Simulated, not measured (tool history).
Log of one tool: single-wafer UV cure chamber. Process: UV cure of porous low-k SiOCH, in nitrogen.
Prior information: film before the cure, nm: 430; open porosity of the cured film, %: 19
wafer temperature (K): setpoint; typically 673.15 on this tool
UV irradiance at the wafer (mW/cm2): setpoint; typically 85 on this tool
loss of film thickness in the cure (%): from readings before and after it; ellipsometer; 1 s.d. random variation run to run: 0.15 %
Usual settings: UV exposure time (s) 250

run,day,wafer temperature (K),UV exposure time (s),UV irradiance at the wafer (mW/cm2),wafers since the last listed run,hours since the UV bulbs were replaced,wafers since the quartz window was cleaned,loss of film thickness in the cure (%)
1,0.000,673.15,250,111,0,468.6,498,10.291
2,2.629,673.15,250,111,254,531.7,752,10.316
3,5.625,673.15,250,85,289,603.6,1042,8.959
4,8.067,673.15,250,85,235,662.2,1278,8.907
5,9.279,673.15,365,85,117,691.3,1395,10.109
# day 12.533: quartz window cleaned
6,12.554,673.15,250,85,284,769.9,2,9.628
7,15.217,673.15,250,85,257,833.8,259,9.048
8,17.983,673.15,250,85,267,900.2,526,8.693
9,19.188,660.15,250,85,116,929.1,643,8.129
10,21.717,660.15,250,85,244,989.8,887,8.129
11,23.862,660.15,250,85,207,1041.3,1094,8.059
# day 25.004: UV bulbs replaced
12,26.212,673.15,250,85,194,29.0,1289,9.704
13,28.858,673.15,250,85,255,92.5,1545,9.638
14,31.167,673.15,250,85,223,147.9,1768,9.483
15,33.492,673.15,250,85,224,203.7,1993,9.455
# day 34.167: quartz window cleaned
16,35.371,664.15,305,85,149,248.8,116,11.125
17,38.175,673.15,250,85,270,316.1,387,9.717
18,41.079,673.15,250,48,280,385.8,667,7.234
19,42.254,673.15,250,85,113,414.0,781,9.289
20,43.479,688.15,390,85,118,443.4,899,11.527
21,45.621,678.15,160,106,206,494.8,1106,8.455
22,47.079,673.15,250,85,140,529.8,1247,9.075
23,49.888,673.15,250,85,271,597.2,1518,9.047
24,52.329,673.15,250,85,235,655.8,1754,8.732
25,53.346,664.15,250,47,98,680.2,1853,6.370
26,54.812,673.15,185,106,141,715.4,1994,8.466
27,56.475,665.15,250,51,160,755.3,2155,6.580
# day 56.962: quartz window cleaned
28,65.408,673.15,250,105,830,969.7,816,9.609
29,68.171,659.15,135,103,266,1036.0,1083,6.595
30,70.996,673.15,250,85,272,1103.8,1356,8.351
31,72.679,673.15,250,85,162,1144.2,1518,8.260
32,73.704,673.15,250,85,99,1168.8,1617,8.144
33,75.317,664.15,340,116,155,1207.5,1773,10.775
34,76.767,654.15,290,85,140,1242.3,1913,8.435

What was the tool's hidden state at every run in the log?
H1: lamp output below its setpoint, %
H2: transmission lost against a clean window, %
run,H1,H2
1,19.4,13.1
2,21.1,16.3
3,22.9,18.7
4,24.4,19.9
5,25.1,20.4
6,27.1,2.37
7,28.7,9.26
8,30.4,14
9,31.1,15.6
10,32.7,18
11,34,19.5
12,0.904,20.6
13,2.52,21.5
14,3.92,22.1
15,5.34,22.4
16,6.48,6.54
17,8.19,12.6
18,9.96,16.6
19,10.7,17.8
20,11.4,18.9
21,12.7,20.3
22,13.6,21.1
23,15.3,22.1
24,16.8,22.7
25,17.4,22.9
26,18.3,23.2
27,19.3,23.4
28,24.8,17.6
29,26.5,19.6
30,28.2,21
31,29.2,21.6
32,29.8,21.9
33,30.8,22.2
34,31.7,22.5

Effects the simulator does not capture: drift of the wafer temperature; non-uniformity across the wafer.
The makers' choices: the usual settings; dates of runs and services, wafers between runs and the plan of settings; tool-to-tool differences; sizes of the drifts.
